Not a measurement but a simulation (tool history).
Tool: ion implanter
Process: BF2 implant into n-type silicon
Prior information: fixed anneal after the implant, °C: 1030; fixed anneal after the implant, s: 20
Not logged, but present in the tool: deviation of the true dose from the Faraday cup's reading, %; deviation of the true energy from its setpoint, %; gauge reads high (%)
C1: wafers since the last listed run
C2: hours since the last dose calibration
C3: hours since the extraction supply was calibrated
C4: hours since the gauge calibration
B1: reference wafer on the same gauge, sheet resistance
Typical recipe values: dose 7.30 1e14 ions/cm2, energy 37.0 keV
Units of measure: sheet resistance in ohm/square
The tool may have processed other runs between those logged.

{"run": 1, "hour": 0.0, "dose": 7.3, "energy": 37.0, "C1": 0, "C2": 993.2, "C3": 2013.0, "C4": 78.3, "B1": 175.91, "sheet resistance": 159.37}
{"run": 2, "hour": 7.5, "dose": 7.3, "energy": 37.0, "C1": 167, "C2": 1000.7, "C3": 2020.5, "C4": 85.8, "B1": 176.04, "sheet resistance": 159.71}
{"run": 3, "hour": 24.8, "dose": 7.3, "energy": 37.0, "C1": 386, "C2": 1018.0, "C3": 2037.8, "C4": 103.1, "B1": 176.05, "sheet resistance": 159.09}
{"run": 4, "hour": 41.7, "dose": 7.3, "energy": 42.5, "C1": 377, "C2": 1034.9, "C3": 2054.7, "C4": 120.0, "B1": 176.09, "sheet resistance": 156.34}
{"run": 5, "hour": 50.7, "dose": 7.3, "energy": 42.5, "C1": 201, "C2": 1043.9, "C3": 2063.7, "C4": 129.0, "B1": 176.09, "sheet resistance": 155.78}
{"run": 6, "hour": 67.9, "dose": 7.3, "energy": 37.0, "C1": 384, "C2": 1061.1, "C3": 2080.9, "C4": 146.2, "B1": 176.04, "sheet resistance": 159.39}
{"run": 7, "hour": 85.0, "dose": 7.3, "energy": 37.0, "C1": 382, "C2": 1078.2, "C3": 2098.0, "C4": 163.3, "B1": 175.98, "sheet resistance": 158.43}
{"run": 8, "hour": 99.0, "dose": 9.01, "energy": 37.0, "C1": 312, "C2": 1092.2, "C3": 2112.0, "C4": 177.3, "B1": 175.98, "sheet resistance": 135.38}
{"run": 9, "hour": 105.3, "dose": 9.01, "energy": 37.0, "C1": 140, "C2": 1098.5, "C3": 2118.3, "C4": 183.6, "B1": 176.04, "sheet resistance": 135.33}
{"hour": 119.8, "done": "Faraday cup replaced and dose calibrated"}
{"run": 10, "hour": 120.3, "dose": 7.3, "energy": 37.0, "C1": 156, "C2": 0.5, "C3": 2133.3, "C4": 198.6, "B1": 176.0, "sheet resistance": 165.58}
{"run": 11, "hour": 133.2, "dose": 7.3, "energy": 37.0, "C1": 288, "C2": 13.4, "C3": 2146.2, "C4": 211.5, "B1": 175.98, "sheet resistance": 164.49}
{"run": 12, "hour": 150.3, "dose": 7.3, "energy": 37.0, "C1": 382, "C2": 30.5, "C3": 2163.3, "C4": 228.6, "B1": 175.97, "sheet resistance": 163.94}
{"run": 13, "hour": 156.9, "dose": 7.3, "energy": 37.0, "C1": 147, "C2": 37.1, "C3": 2169.9, "C4": 235.2, "B1": 175.95, "sheet resistance": 164.46}
{"run": 14, "hour": 171.1, "dose": 5.39, "energy": 24.5, "C1": 317, "C2": 51.3, "C3": 2184.1, "C4": 249.4, "B1": 176.09, "sheet resistance": 224.92}
{"run": 15, "hour": 181.6, "dose": 7.3, "energy": 37.0, "C1": 234, "C2": 61.8, "C3": 2194.6, "C4": 259.9, "B1": 175.91, "sheet resistance": 164.79}
{"run": 16, "hour": 189.7, "dose": 5.45, "energy": 49.5, "C1": 180, "C2": 69.9, "C3": 2202.7, "C4": 268.0, "B1": 175.93, "sheet resistance": 205.94}
{"run": 17, "hour": 198.0, "dose": 7.3, "energy": 37.0, "C1": 185, "C2": 78.2, "C3": 2211.0, "C4": 276.3, "B1": 176.05, "sheet resistance": 165.95}
{"hour": 205.6, "done": "gauge calibrated"}
{"run": 18, "hour": 215.7, "dose": 7.3, "energy": 46.0, "C1": 395, "C2": 95.9, "C3": 2228.7, "C4": 10.1, "B1": 175.98, "sheet resistance": 160.41}
{"run": 19, "hour": 221.8, "dose": 9.26, "energy": 31.0, "C1": 136, "C2": 102.0, "C3": 2234.8, "C4": 16.2, "B1": 175.94, "sheet resistance": 143.17}
{"run": 20, "hour": 233.2, "dose": 8.19, "energy": 28.5, "C1": 254, "C2": 113.4, "C3": 2246.2, "C4": 27.6, "B1": 175.95, "sheet resistance": 158.71}
{"run": 21, "hour": 246.9, "dose": 7.3, "energy": 37.0, "C1": 306, "C2": 127.1, "C3": 2259.9, "C4": 41.3, "B1": 175.97, "sheet resistance": 165.48}
{"run": 22, "hour": 259.9, "dose": 8.47, "energy": 32.0, "C1": 290, "C2": 140.1, "C3": 2272.9, "C4": 54.3, "B1": 175.92, "sheet resistance": 151.31}
{"hour": 271.0, "done": "extraction supply calibrated"}
{"run": 23, "hour": 277.3, "dose": 7.3, "energy": 37.0, "C1": 210, "C2": 157.5, "C3": 6.3, "C4": 71.7, "B1": 176.06, "sheet resistance": 164.9}
{"run": 24, "hour": 285.1, "dose": 7.3, "energy": 48.0, "C1": 174, "C2": 165.3, "C3": 14.1, "C4": 79.5, "B1": 176.03, "sheet resistance": 159.18}
{"run": 25, "hour": 336.6, "dose": 6.47, "energy": 48.5, "C1": 1150, "C2": 216.8, "C3": 65.6, "C4": 131.0, "B1": 175.95, "sheet resistance": 176.67}
{"run": 26, "hour": 354.4, "dose": 8.88, "energy": 49.0, "C1": 397, "C2": 234.6, "C3": 83.4, "C4": 148.8, "B1": 176.0, "sheet resistance": 134.56}
{"run": 27, "hour": 361.5, "dose": 8.49, "energy": 26.0, "C1": 158, "C2": 241.7, "C3": 90.5, "C4": 155.9, "B1": 175.98, "sheet resistance": 158.81}

3 ways to go on from here, each from the tool as it stands after run 27. What would each give?
{"run": "A", "hour": 361.9, "dose": 6.06, "energy": 37.0, "C1": 8, "C2": 242.1, "C3": 90.9, "C4": 156.3, "B1": "?", "sheet resistance": "?"}
{"run": "B", "hour": 361.9, "dose": 8.65, "energy": 29.0, "C1": 8, "C2": 242.1, "C3": 90.9, "C4": 156.3, "B1": "?", "sheet resistance": "?"}
{"run": "C", "hour": 361.9, "dose": 5.62, "energy": 44.0, "C1": 8, "C2": 242.1, "C3": 90.9, "C4": 156.3, "B1": "?", "sheet resistance": "?"}

run=A B1=175.94 sheet_resistance=193.10
run=B B1=175.94 sheet_resistance=153.13
run=C B1=175.94 sheet_resistance=202.42
Stripped of hidden state, with their random variation kept, the same runs would have yielded:
run=A sheet_resistance=193.48
run=B sheet_resistance=153.38
run=C sheet_resistance=202.83
